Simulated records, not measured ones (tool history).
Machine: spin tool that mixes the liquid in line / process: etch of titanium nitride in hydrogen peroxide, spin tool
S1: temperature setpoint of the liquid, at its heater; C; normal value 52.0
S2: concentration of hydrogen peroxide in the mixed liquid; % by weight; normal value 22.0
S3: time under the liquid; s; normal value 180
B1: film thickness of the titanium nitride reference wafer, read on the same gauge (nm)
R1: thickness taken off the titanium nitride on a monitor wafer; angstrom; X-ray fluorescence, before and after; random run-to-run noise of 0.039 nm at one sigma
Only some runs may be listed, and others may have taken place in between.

run 1 hour=0.0 | S1=52.0 S2=22.0 S3=180 | B1=89.99 | R1=80.4
run 2 hour=42.1 | S1=52.0 S2=22.0 S3=180 | B1=90.01 | R1=81.1
-- hour=63.1 heated supply line repaired
run 3 hour=100.5 | S1=52.0 S2=26.5 S3=180 | B1=90.00 | R1=82.9
run 4 hour=170.9 | S1=52.0 S2=26.5 S3=180 | B1=89.99 | R1=83.8
-- hour=192.6 peroxide flow meter replaced, repeated, since the last time left the tool worse
run 5 hour=198.4 | S1=52.0 S2=22.0 S3=180 | B1=90.02 | R1=82.5
run 6 hour=246.7 | S1=59.5 S2=22.0 S3=180 | B1=90.00 | R1=139.3
run 7 hour=285.0 | S1=59.5 S2=22.0 S3=180 | B1=89.99 | R1=140.0
run 8 hour=354.6 | S1=52.0 S2=22.0 S3=265 | B1=90.02 | R1=121.9
run 9 hour=386.7 | S1=46.5 S2=27.0 S3=110 | B1=89.99 | R1=35.3
-- hour=408.1 new drum of peroxide connected
run 10 hour=559.6 | S1=52.0 S2=22.0 S3=245 | B1=90.00 | R1=111.7
run 11 hour=606.5 | S1=44.0 S2=22.0 S3=180 | B1=89.99 | R1=45.9
run 12 hour=677.1 | S1=55.5 S2=19.5 S3=150 | B1=89.99 | R1=85.6
run 13 hour=746.5 | S1=42.5 S2=22.0 S3=180 | B1=89.99 | R1=40.9
-- hour=775.9 thermometer replaced
run 14 hour=785.4 | S1=52.0 S2=28.0 S3=125 | B1=89.98 | R1=60.8
run 15 hour=847.4 | S1=60.5 S2=28.0 S3=255 | B1=90.00 | R1=219.9
-- hour=860.1 gauge calibrated
run 16 hour=895.4 | S1=52.0 S2=22.0 S3=180 | B1=89.98 | R1=81.9
run 17 hour=951.7 | S1=44.5 S2=27.0 S3=180 | B1=89.99 | R1=49.6
run 18 hour=992.5 | S1=60.0 S2=22.0 S3=270 | B1=90.00 | R1=214.5
run 19 hour=1030.7 | S1=46.0 S2=17.0 S3=70 | B1=90.01 | R1=19.5
-- hour=1059.6 peroxide flow meter replaced
run 20 hour=1073.7 | S1=46.0 S2=27.5 S3=125 | B1=90.00 | R1=39.0
run 21 hour=1111.7 | S1=61.0 S2=26.5 S3=150 | B1=89.99 | R1=134.9
run 22 hour=1145.1 | S1=52.0 S2=22.0 S3=180 | B1=90.02 | R1=82.8
run 23 hour=1181.7 | S1=52.0 S2=22.0 S3=180 | B1=90.00 | R1=82.8
run 24 hour=1247.7 | S1=52.0 S2=22.0 S3=225 | B1=90.00 | R1=102.6
run 25 hour=1295.3 | S1=49.0 S2=24.0 S3=180 | B1=89.99 | R1=67.5
run 26 hour=1337.2 | S1=56.5 S2=22.0 S3=240 | B1=90.00 | R1=152.1

3 ways to go on from here, each from the tool as it stands after run 26. What would each give?
run A hour=1337.7 | S1=52.0 S2=22.0 S3=180 | B1=? | R1=?
run B hour=1337.7 | S1=45.0 S2=22.0 S3=270 | B1=? | R1=?
run C hour=1337.7 | S1=43.0 S2=16.5 S3=210 | B1=? | R1=?

run=A B1=90.00 R1=82.7
run=B B1=90.00 R1=74.4
run=C B1=90.00 R1=46.9
Without the tool's unlogged condition, the same runs would have read:
run=A R1=83.1
run=B R1=74.8
run=C R1=47.1
